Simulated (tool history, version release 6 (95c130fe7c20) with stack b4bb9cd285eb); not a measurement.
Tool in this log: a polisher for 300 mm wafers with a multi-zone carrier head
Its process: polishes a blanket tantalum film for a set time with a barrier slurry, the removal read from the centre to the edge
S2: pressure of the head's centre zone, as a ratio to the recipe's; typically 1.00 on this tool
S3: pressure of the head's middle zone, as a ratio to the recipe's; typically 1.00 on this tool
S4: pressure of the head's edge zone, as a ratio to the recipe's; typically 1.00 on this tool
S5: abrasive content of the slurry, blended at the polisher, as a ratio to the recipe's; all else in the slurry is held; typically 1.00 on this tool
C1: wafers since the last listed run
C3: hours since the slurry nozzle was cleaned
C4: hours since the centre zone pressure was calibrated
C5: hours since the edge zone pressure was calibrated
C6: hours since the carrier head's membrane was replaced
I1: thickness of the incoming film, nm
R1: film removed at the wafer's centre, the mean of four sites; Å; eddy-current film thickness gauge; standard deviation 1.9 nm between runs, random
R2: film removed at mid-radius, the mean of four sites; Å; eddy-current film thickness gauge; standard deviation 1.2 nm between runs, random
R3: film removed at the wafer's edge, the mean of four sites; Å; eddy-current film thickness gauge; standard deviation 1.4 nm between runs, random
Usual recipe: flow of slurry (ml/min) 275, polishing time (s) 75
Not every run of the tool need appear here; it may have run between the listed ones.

{"run": 1, "day": 0.0, "flow of slurry (ml/min)": 275, "S2": 1.0, "S3": 1.0, "S4": 1.0, "S5": 1.0, "polishing time (s)": 75, "C1": 0, "wafers polished on this pad": 864, "C3": 28.2, "C4": 562.9, "C5": 2.2, "C6": 1088.8, "I1": 419.1, "R1": 1300, "R2": 1251, "R3": 1317}
{"run": 2, "day": 2.3, "flow of slurry (ml/min)": 275, "S2": 1.0, "S3": 1.0, "S4": 1.0, "S5": 1.0, "polishing time (s)": 75, "C1": 309, "wafers polished on this pad": 1174, "C3": 83.4, "C4": 618.1, "C5": 57.4, "C6": 1144.0, "I1": 426.5, "R1": 1255, "R2": 1253, "R3": 1263}
{"day": 3.462, "done": "worn pad replaced by a new one"}
{"run": 3, "day": 4.738, "flow of slurry (ml/min)": 275, "S2": 1.0, "S3": 1.0, "S4": 1.0, "S5": 1.0, "polishing time (s)": 75, "C1": 305, "wafers polished on this pad": 171, "C3": 141.9, "C4": 676.6, "C5": 115.9, "C6": 1202.5, "I1": 417.3, "R1": 1245, "R2": 1235, "R3": 1249}
{"run": 4, "day": 6.775, "flow of slurry (ml/min)": 275, "S2": 1.0, "S3": 1.0, "S4": 1.0, "S5": 1.0, "polishing time (s)": 75, "C1": 274, "wafers polished on this pad": 446, "C3": 190.8, "C4": 725.5, "C5": 164.8, "C6": 1251.4, "I1": 415.4, "R1": 1227, "R2": 1189, "R3": 1248}
{"run": 5, "day": 8.188, "flow of slurry (ml/min)": 275, "S2": 1.0, "S3": 1.0, "S4": 1.0, "S5": 1.0, "polishing time (s)": 75, "C1": 190, "wafers polished on this pad": 636, "C3": 224.7, "C4": 759.4, "C5": 198.7, "C6": 1285.3, "I1": 418.8, "R1": 1216, "R2": 1194, "R3": 1249}
{"run": 6, "day": 9.938, "flow of slurry (ml/min)": 275, "S2": 1.0, "S3": 1.0, "S4": 1.0, "S5": 0.85, "polishing time (s)": 75, "C1": 235, "wafers polished on this pad": 872, "C3": 266.7, "C4": 801.4, "C5": 240.7, "C6": 1327.3, "I1": 420.7, "R1": 1103, "R2": 1089, "R3": 1127}
{"day": 11.858, "done": "edge zone pressure recalibrated"}
{"day": 11.883, "done": "slurry nozzle cleaned"}
{"run": 7, "day": 12.208, "flow of slurry (ml/min)": 275, "S2": 1.0, "S3": 1.0, "S4": 1.0, "S5": 0.85, "polishing time (s)": 75, "C1": 291, "wafers polished on this pad": 1163, "C3": 7.8, "C4": 855.9, "C5": 8.4, "C6": 1381.8, "I1": 423.8, "R1": 1206, "R2": 1190, "R3": 1206}
{"day": 13.788, "done": "worn pad replaced by a new one"}
{"run": 8, "day": 14.604, "flow of slurry (ml/min)": 275, "S2": 1.0, "S3": 1.0, "S4": 1.0, "S5": 0.85, "polishing time (s)": 75, "C1": 300, "wafers polished on this pad": 109, "C3": 65.3, "C4": 913.4, "C5": 65.9, "C6": 1439.3, "I1": 412.1, "R1": 1149, "R2": 1157, "R3": 1181}
{"day": 14.838, "done": "carrier head's membrane replaced by a new one"}
{"day": 16.112, "done": "centre zone pressure recalibrated"}
{"run": 9, "day": 16.462, "flow of slurry (ml/min)": 275, "S2": 0.92, "S3": 1.0, "S4": 1.0, "S5": 0.9, "polishing time (s)": 99, "C1": 210, "wafers polished on this pad": 320, "C3": 109.9, "C4": 8.4, "C5": 110.5, "C6": 39.0, "I1": 423.6, "R1": 1464, "R2": 1521, "R3": 1590}
{"run": 10, "day": 22.392, "flow of slurry (ml/min)": 275, "S2": 1.09, "S3": 1.0, "S4": 0.93, "S5": 1.2, "polishing time (s)": 75, "C1": 798, "wafers polished on this pad": 1119, "C3": 252.2, "C4": 150.7, "C5": 252.8, "C6": 181.3, "I1": 414.1, "R1": 1453, "R2": 1273, "R3": 1276}
{"day": 22.579, "done": "worn pad replaced by a new one"}
{"run": 11, "day": 24.504, "flow of slurry (ml/min)": 275, "S2": 1.11, "S3": 1.1, "S4": 1.0, "S5": 1.3, "polishing time (s)": 75, "C1": 262, "wafers polished on this pad": 259, "C3": 302.9, "C4": 201.4, "C5": 303.5, "C6": 232.0, "I1": 417.6, "R1": 1435, "R2": 1408, "R3": 1342}
{"run": 12, "day": 26.496, "flow of slurry (ml/min)": 275, "S2": 1.0, "S3": 1.0, "S4": 1.0, "S5": 1.0, "polishing time (s)": 75, "C1": 268, "wafers polished on this pad": 527, "C3": 350.7, "C4": 249.2, "C5": 351.3, "C6": 279.8, "I1": 422.5, "R1": 1200, "R2": 1183, "R3": 1203}
{"day": 26.646, "done": "edge zone pressure recalibrated"}
{"day": 27.575, "done": "slurry nozzle cleaned"}
{"run": 13, "day": 28.488, "flow of slurry (ml/min)": 275, "S2": 1.11, "S3": 1.0, "S4": 1.0, "S5": 1.0, "polishing time (s)": 75, "C1": 251, "wafers polished on this pad": 778, "C3": 21.9, "C4": 297.0, "C5": 44.2, "C6": 327.6, "I1": 413.5, "R1": 1467, "R2": 1267, "R3": 1303}
{"run": 14, "day": 30.742, "flow of slurry (ml/min)": 215, "S2": 1.0, "S3": 1.0, "S4": 1.12, "S5": 1.0, "polishing time (s)": 67, "C1": 303, "wafers polished on this pad": 1082, "C3": 76.0, "C4": 351.1, "C5": 98.3, "C6": 381.7, "I1": 418.6, "R1": 1091, "R2": 1077, "R3": 1169}
{"day": 32.767, "done": "worn pad replaced by a new one"}
{"run": 15, "day": 33.35, "flow of slurry (ml/min)": 275, "S2": 1.0, "S3": 1.1, "S4": 1.0, "S5": 0.85, "polishing time (s)": 75, "C1": 328, "wafers polished on this pad": 78, "C3": 138.6, "C4": 413.7, "C5": 160.9, "C6": 444.3, "I1": 421.6, "R1": 1154, "R2": 1218, "R3": 1145}
{"run": 16, "day": 35.646, "flow of slurry (ml/min)": 330, "S2": 0.91, "S3": 0.96, "S4": 1.0, "S5": 1.0, "polishing time (s)": 75, "C1": 309, "wafers polished on this pad": 387, "C3": 193.7, "C4": 468.8, "C5": 216.0, "C6": 499.4, "I1": 418.2, "R1": 1162, "R2": 1171, "R3": 1278}

Here are 4 independent what-if runs from the current tool condition. What would each one return?
{"run": "A", "day": 35.667, "flow of slurry (ml/min)": 275, "S2": 1.0, "S3": 1.0, "S4": 1.11, "S5": 1.0, "polishing time (s)": 75, "C1": 2, "wafers polished on this pad": 390, "C3": 194.2, "C4": 469.3, "C5": 216.5, "C6": 499.9, "I1": 415.2, "R1": "?", "R2": "?", "R3": "?"}
{"run": "B", "day": 35.667, "flow of slurry (ml/min)": 240, "S2": 0.95, "S3": 1.0, "S4": 0.94, "S5": 1.2, "polishing time (s)": 75, "C1": 2, "wafers polished on this pad": 390, "C3": 194.2, "C4": 469.3, "C5": 216.5, "C6": 499.9, "I1": 415.2, "R1": "?", "R2": "?", "R3": "?"}
{"run": "C", "day": 35.667, "flow of slurry (ml/min)": 220, "S2": 1.0, "S3": 1.06, "S4": 1.0, "S5": 1.0, "polishing time (s)": 75, "C1": 2, "wafers polished on this pad": 390, "C3": 194.2, "C4": 469.3, "C5": 216.5, "C6": 499.9, "I1": 415.2, "R1": "?", "R2": "?", "R3": "?"}
{"run": "D", "day": 35.667, "flow of slurry (ml/min)": 275, "S2": 1.0, "S3": 1.0, "S4": 1.0, "S5": 1.0, "polishing time (s)": 63, "C1": 2, "wafers polished on this pad": 390, "C3": 194.2, "C4": 469.3, "C5": 216.5, "C6": 499.9, "I1": 415.2, "R1": "?", "R2": "?", "R3": "?"}

run=A R1=1226 R2=1205 R3=1299
run=B R1=1208 R2=1255 R3=1263
run=C R1=1161 R2=1206 R3=1194
run=D R1=1030 R2=1013 R3=1039
Without the tool's hidden state the same runs would have given:
run=A R1=1325 R2=1292 R3=1367
run=B R1=1322 R2=1360 R3=1340
run=C R1=1282 R2=1318 R3=1273
run=D R1=1113 R2=1085 R3=1094
